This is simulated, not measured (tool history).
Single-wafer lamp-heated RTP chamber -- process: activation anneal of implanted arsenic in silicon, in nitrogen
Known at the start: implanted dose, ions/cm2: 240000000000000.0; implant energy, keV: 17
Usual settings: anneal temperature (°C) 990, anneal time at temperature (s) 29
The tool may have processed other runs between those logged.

run   hour  anneal temperature (°C)  anneal time at temperature (s)  wafers since the last listed run  wafers since the last pyrometer calibration  wafers since the reflector plate was cleaned  hours since the gauge calibration  read-back reference wafer on the same gauge, sheet resistance  sheet resistance of the implanted and annealed layer (ohm/square)
  1    0.0                     1013                              39                                 0                                         3499                                          4236                              243.1                                                         394.51                                                             329.98
  2   17.7                     1013                              39                               285                                         3785                                          4522                              260.8                                                         394.22                                                             330.00
  3   33.5                      990                              29                               255                                         4041                                          4777                              276.6                                                         393.74                                                             334.77
  4   41.7                      990                              29                               132                                         4173                                          4910                              284.8                                                         393.60                                                             335.42
  5   48.3                      976                              29                               106                                         4280                                          5016                              291.4                                                         393.20                                                             335.62
  6   64.6                      990                              21                               263                                         4543                                          5280                              307.7                                                         393.57                                                             335.46
      87.9  -- reflector plate cleaned
  7   88.4                      990                              21                               255                                         4798                                             7                              331.5                                                         392.58                                                             334.09
  8   90.8                      990                              21                                38                                         4837                                            46                              333.9                                                         392.37                                                             334.01
  9  107.6                      990                              19                               271                                         5108                                           317                              350.7                                                         392.33                                                             334.58
 10  115.0                      990                              19                               119                                         5228                                           437                              358.1                                                         392.24                                                             335.10
 11  127.1                      977                              29                               195                                         5423                                           632                              370.2                                                         391.70                                                             334.12
     149.3  -- gauge calibrated
 12  168.2                      977                              29                               663                                         6087                                          1296                               18.9                                                         396.59                                                             338.01
 13  175.8                      990                              29                               122                                         6210                                          1419                               26.5                                                         396.60                                                             337.59
 14  183.3                     1018                              29                               121                                         6331                                          1540                               34.0                                                         396.79                                                             332.55
 15  194.1                      990                              29                               174                                         6506                                          1715                               44.8                                                         396.39                                                             336.60
 16  207.0                      990                              29                               208                                         6714                                          1923                               57.7                                                         396.57                                                             336.42
     215.0  -- pyrometer window cleaned and pyrometer calibrated
 17  223.9                      977                              29                               143                                          142                                          2067                               74.6                                                         396.55                                                             338.50
 18  241.7                      990                              29                               287                                          430                                          2354                               92.4                                                         396.15                                                             336.55
 19  248.1                      977                              16                               103                                          533                                          2458                               98.8                                                         395.93                                                             340.54
 20  265.8                     1015                              36                               285                                          819                                          2744                              116.5                                                         396.23                                                             330.86
 21  274.1                      990                              29                               134                                          953                                          2878                              124.8                                                         395.73                                                             337.87
 22  290.0                     1009                              15                               256                                         1210                                          3135                              140.7                                                         396.14                                                             337.89
 23  317.3                      990                              29                               440                                         1651                                          3576                              168.0                                                         395.52                                                             335.80
 24  334.3                     1020                              24                               274                                         1926                                          3850                              185.0                                                         395.34                                                             332.35
 25  346.8                     1019                              22                               201                                         2128                                          4052                              197.5                                                         395.21                                                             333.00
 26  361.6                      990                              29                               239                                         2367                                          4291                              212.3                                                         394.84                                                             336.15
 27  383.3                      990                              29                               350                                         2717                                          4642                              234.0                                                         394.65                                                             335.49
 28  390.9                     1018                              12                               122                                         2840                                          4764                              241.6                                                         394.63                                                             336.10
     403.8  -- reflector plate cleaned
 29  406.2                      990                              29                               117                                         2958                                            38                              256.9                                                         394.30                                                             335.10
 30  414.2                     1019                              42                               129                                         3087                                           168                              264.9                                                         393.90                                                             328.98
 31  420.9                      980                              29                               108                                         3195                                           276                              271.6                                                         394.12                                                             336.68

What will run 32 give?
 32  436.6                      982                              40                               253                                         3449                                           530                              287.3                                                              ?                                                                  ?

Run 32 came out at read-back reference wafer on the same gauge, sheet resistance 393.67, sheet resistance of the implanted and annealed layer (ohm/square) 333.67.
If the tool had no hidden condition, the same run with the same run-to-run variation would have returned sheet resistance of the implanted and annealed layer (ohm/square) 335.65.

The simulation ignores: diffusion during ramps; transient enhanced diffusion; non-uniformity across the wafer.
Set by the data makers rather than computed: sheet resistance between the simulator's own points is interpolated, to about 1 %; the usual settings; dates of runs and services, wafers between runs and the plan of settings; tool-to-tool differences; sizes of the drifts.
